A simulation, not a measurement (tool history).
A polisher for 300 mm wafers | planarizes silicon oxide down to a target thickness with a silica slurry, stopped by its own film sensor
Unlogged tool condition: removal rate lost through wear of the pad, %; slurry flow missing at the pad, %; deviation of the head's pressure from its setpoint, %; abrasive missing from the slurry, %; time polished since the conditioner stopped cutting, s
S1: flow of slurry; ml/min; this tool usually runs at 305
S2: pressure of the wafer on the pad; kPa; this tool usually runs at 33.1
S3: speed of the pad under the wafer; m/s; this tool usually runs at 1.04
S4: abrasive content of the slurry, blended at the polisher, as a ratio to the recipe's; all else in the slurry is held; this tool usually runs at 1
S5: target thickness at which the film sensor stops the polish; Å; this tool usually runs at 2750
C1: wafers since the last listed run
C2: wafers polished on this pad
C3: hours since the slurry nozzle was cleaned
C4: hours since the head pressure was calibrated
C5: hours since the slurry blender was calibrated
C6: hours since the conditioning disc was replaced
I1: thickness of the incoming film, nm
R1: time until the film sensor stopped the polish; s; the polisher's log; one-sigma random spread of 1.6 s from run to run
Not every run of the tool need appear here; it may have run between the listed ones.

run 1 hour=0 | S1=305 S2=33.1 S3=1.04 S4=1 S5=2750 | C1=0 C2=245 C3=843.5 C4=401.9 C5=196.1 C6=58.9 | I1=550.5 | R1=92.5
run 2 hour=25.2 | S1=305 S2=33.1 S3=1.04 S4=1 S5=2750 | C1=191 C2=437 C3=868.7 C4=427.1 C5=221.3 C6=84.1 | I1=567.6 | R1=97.6
run 3 hour=60 | S1=305 S2=33.1 S3=1.04 S4=1 S5=2750 | C1=264 C2=701 C3=903.5 C4=461.9 C5=256.1 C6=118.9 | I1=570.1 | R1=102
run 4 hour=88.3 | S1=385 S2=33.1 S3=0.9 S4=1 S5=2750 | C1=215 C2=916 C3=931.8 C4=490.2 C5=284.4 C6=147.2 | I1=556.5 | R1=100.3
run 5 hour=101.3 | S1=305 S2=33.1 S3=1.04 S4=1 S5=2750 | C1=98 C2=1015 C3=944.8 C4=503.2 C5=297.4 C6=160.2 | I1=561.4 | R1=100.4
-- hour=117.9 worn pad replaced by a new one, of another model than before
-- hour=129.4 slurry nozzle cleaned
run 6 hour=136.8 | S1=305 S2=33.1 S3=1.04 S4=1 S5=2750 | C1=231 C2=135 C3=7.4 C4=538.7 C5=332.9 C6=195.7 | I1=562.1 | R1=100.8
run 7 hour=150.3 | S1=305 S2=33.1 S3=1.04 S4=1 S5=2750 | C1=102 C2=238 C3=20.9 C4=552.2 C5=346.4 C6=209.2 | I1=557.4 | R1=95.8
-- hour=172.2 head pressure recalibrated
run 8 hour=172.7 | S1=305 S2=39.3 S3=1.04 S4=1 S5=2750 | C1=154 C2=393 C3=43.3 C4=0.5 C5=368.8 C6=231.6 | I1=567.5 | R1=92.8
run 9 hour=186.1 | S1=215 S2=33.1 S3=0.78 S4=1 S5=2750 | C1=101 C2=495 C3=56.7 C4=13.9 C5=382.2 C6=245 | I1=552.7 | R1=110.9
-- hour=216 conditioning disc replaced and pad reconditioned
run 10 hour=216.5 | S1=305 S2=33.1 S3=1.34 S4=1.15 S5=2750 | C1=215 C2=710 C3=87.1 C4=44.3 C5=412.6 C6=0.5 | I1=565.8 | R1=79.1
-- hour=222 slurry blender recalibrated
run 11 hour=228.8 | S1=305 S2=33.1 S3=1.26 S4=1 S5=2750 | C1=78 C2=789 C3=99.4 C4=56.6 C5=6.8 C6=12.8 | I1=553 | R1=84.3
run 12 hour=253.9 | S1=385 S2=33.1 S3=1.26 S4=1 S5=2750 | C1=190 C2=979 C3=124.5 C4=81.7 C5=31.9 C6=37.9 | I1=567 | R1=88.5

Run 13, settings as shown, results not yet in. Your forecast:
run 13 hour=273.1 | S1=205 S2=33.1 S3=1.04 S4=1 S5=3710 | C1=145 C2=1125 C3=143.7 C4=100.9 C5=51.1 C6=57.1 | I1=565.7 | R1=?

{"run 13": {"R1": 65.1}}
Take away the tool's hidden state, keep the run-to-run variation as it was, and the same run would have given R1 63.5 s.

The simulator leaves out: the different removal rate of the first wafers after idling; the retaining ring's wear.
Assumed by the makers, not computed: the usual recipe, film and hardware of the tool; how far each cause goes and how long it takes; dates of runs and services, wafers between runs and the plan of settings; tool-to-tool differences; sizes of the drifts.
